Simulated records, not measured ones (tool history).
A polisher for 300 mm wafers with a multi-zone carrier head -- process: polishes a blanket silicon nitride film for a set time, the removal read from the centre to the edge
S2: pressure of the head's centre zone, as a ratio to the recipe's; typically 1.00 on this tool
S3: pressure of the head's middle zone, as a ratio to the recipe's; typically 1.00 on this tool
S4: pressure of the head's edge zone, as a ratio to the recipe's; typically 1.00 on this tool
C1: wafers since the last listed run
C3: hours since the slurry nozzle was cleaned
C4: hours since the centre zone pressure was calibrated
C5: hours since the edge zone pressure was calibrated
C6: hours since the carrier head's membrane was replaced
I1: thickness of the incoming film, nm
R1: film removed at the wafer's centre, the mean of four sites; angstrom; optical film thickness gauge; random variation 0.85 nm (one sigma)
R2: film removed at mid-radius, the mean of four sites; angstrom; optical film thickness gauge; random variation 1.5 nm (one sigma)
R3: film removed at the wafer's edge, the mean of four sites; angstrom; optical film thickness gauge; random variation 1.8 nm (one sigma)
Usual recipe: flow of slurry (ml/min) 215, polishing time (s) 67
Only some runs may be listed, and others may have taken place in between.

run 1 hour=0.0 | flow_of_slurry_(ml/min)=215 S2=1.00 S3=1.00 S4=1.00 polishing_time_(s)=67 | C1=0 wafers_polished_on_this_pad=2372 C3=278.0 C4=135.0 C5=671.3 C6=1372.8 | I1=436.8 | R1=1365 R2=1346 R3=1343
run 2 hour=53.7 | flow_of_slurry_(ml/min)=215 S2=1.00 S3=1.00 S4=1.00 polishing_time_(s)=67 | C1=520 wafers_polished_on_this_pad=2892 C3=331.7 C4=188.7 C5=725.0 C6=1426.5 | I1=444.3 | R1=1346 R2=1355 R3=1338
-- hour=133.8 worn pad replaced by a new one
run 3 hour=139.6 | flow_of_slurry_(ml/min)=160 S2=1.00 S3=1.00 S4=1.00 polishing_time_(s)=67 | C1=793 wafers_polished_on_this_pad=56 C3=417.6 C4=274.6 C5=810.9 C6=1512.4 | I1=444.7 | R1=1252 R2=1247 R3=1302
run 4 hour=197.6 | flow_of_slurry_(ml/min)=160 S2=1.00 S3=1.00 S4=1.00 polishing_time_(s)=67 | C1=562 wafers_polished_on_this_pad=618 C3=475.6 C4=332.6 C5=868.9 C6=1570.4 | I1=429.9 | R1=1221 R2=1212 R3=1295
run 5 hour=236.9 | flow_of_slurry_(ml/min)=215 S2=1.00 S3=1.00 S4=1.08 polishing_time_(s)=67 | C1=380 wafers_polished_on_this_pad=999 C3=514.9 C4=371.9 C5=908.2 C6=1609.7 | I1=444.3 | R1=1327 R2=1308 R3=1348
run 6 hour=287.5 | flow_of_slurry_(ml/min)=250 S2=1.00 S3=1.00 S4=1.00 polishing_time_(s)=67 | C1=490 wafers_polished_on_this_pad=1489 C3=565.5 C4=422.5 C5=958.8 C6=1660.3 | I1=444.2 | R1=1351 R2=1310 R3=1352
-- hour=315.8 slurry nozzle cleaned
run 7 hour=352.6 | flow_of_slurry_(ml/min)=250 S2=1.00 S3=1.00 S4=1.00 polishing_time_(s)=67 | C1=621 wafers_polished_on_this_pad=2110 C3=36.8 C4=487.6 C5=1023.9 C6=1725.4 | I1=448.0 | R1=1432 R2=1388 R3=1425
run 8 hour=442.0 | flow_of_slurry_(ml/min)=215 S2=1.00 S3=1.00 S4=1.00 polishing_time_(s)=67 | C1=866 wafers_polished_on_this_pad=2977 C3=126.2 C4=577.0 C5=1113.3 C6=1814.8 | I1=437.9 | R1=1395 R2=1379 R3=1372
-- hour=513.6 worn pad replaced by a new one
run 9 hour=530.1 | flow_of_slurry_(ml/min)=215 S2=1.00 S3=1.00 S4=1.00 polishing_time_(s)=67 | C1=814 wafers_polished_on_this_pad=159 C3=214.3 C4=665.1 C5=1201.4 C6=1902.9 | I1=438.9 | R1=1385 R2=1336 R3=1348
-- hour=545.6 carrier head's membrane replaced by a new one
-- hour=624.8 edge zone pressure recalibrated
run 10 hour=832.7 | flow_of_slurry_(ml/min)=175 S2=0.88 S3=1.00 S4=0.95 polishing_time_(s)=67 | C1=2864 wafers_polished_on_this_pad=3024 C3=516.9 C4=967.7 C5=207.9 C6=287.1 | I1=436.0 | R1=1116 R2=1275 R3=1236
-- hour=838.7 centre zone pressure recalibrated
run 11 hour=892.8 | flow_of_slurry_(ml/min)=215 S2=0.97 S3=1.00 S4=1.00 polishing_time_(s)=67 | C1=562 wafers_polished_on_this_pad=3587 C3=577.0 C4=54.1 C5=268.0 C6=347.2 | I1=440.0 | R1=1277 R2=1320 R3=1319
-- hour=899.3 slurry nozzle cleaned
-- hour=920.0 worn pad replaced by a new one
run 12 hour=952.8 | flow_of_slurry_(ml/min)=185 S2=1.05 S3=0.90 S4=1.00 polishing_time_(s)=45 | C1=532 wafers_polished_on_this_pad=317 C3=53.5 C4=114.1 C5=328.0 C6=407.2 | I1=436.2 | R1=955 R2=809 R3=885
run 13 hour=1032.3 | flow_of_slurry_(ml/min)=240 S2=1.03 S3=1.03 S4=0.91 polishing_time_(s)=67 | C1=770 wafers_polished_on_this_pad=1088 C3=133.0 C4=193.6 C5=407.5 C6=486.7 | I1=449.2 | R1=1451 R2=1450 R3=1345
run 14 hour=1106.1 | flow_of_slurry_(ml/min)=160 S2=1.00 S3=1.00 S4=0.89 polishing_time_(s)=67 | C1=715 wafers_polished_on_this_pad=1803 C3=206.8 C4=267.4 C5=481.3 C6=560.5 | I1=441.0 | R1=1283 R2=1261 R3=1218
run 15 hour=1175.8 | flow_of_slurry_(ml/min)=215 S2=1.00 S3=1.00 S4=0.91 polishing_time_(s)=67 | C1=675 wafers_polished_on_this_pad=2478 C3=276.5 C4=337.1 C5=551.0 C6=630.2 | I1=439.8 | R1=1357 R2=1355 R3=1313

Estimate the outcome of run 16 from the log above:
run 16 hour=1225.3 | flow_of_slurry_(ml/min)=215 S2=1.00 S3=1.00 S4=1.00 polishing_time_(s)=67 | C1=479 wafers_polished_on_this_pad=2958 C3=326.0 C4=386.6 C5=600.5 C6=679.7 | I1=434.2 | R1=? R2=? R3=?

Logged for run 16: R1 1350 angstrom, R2 1340 angstrom, R3 1339 angstrom.
The same run, on a tool lacking any hidden state, would have yielded R1 1410 angstrom, R2 1393 angstrom, R3 1378 angstrom.

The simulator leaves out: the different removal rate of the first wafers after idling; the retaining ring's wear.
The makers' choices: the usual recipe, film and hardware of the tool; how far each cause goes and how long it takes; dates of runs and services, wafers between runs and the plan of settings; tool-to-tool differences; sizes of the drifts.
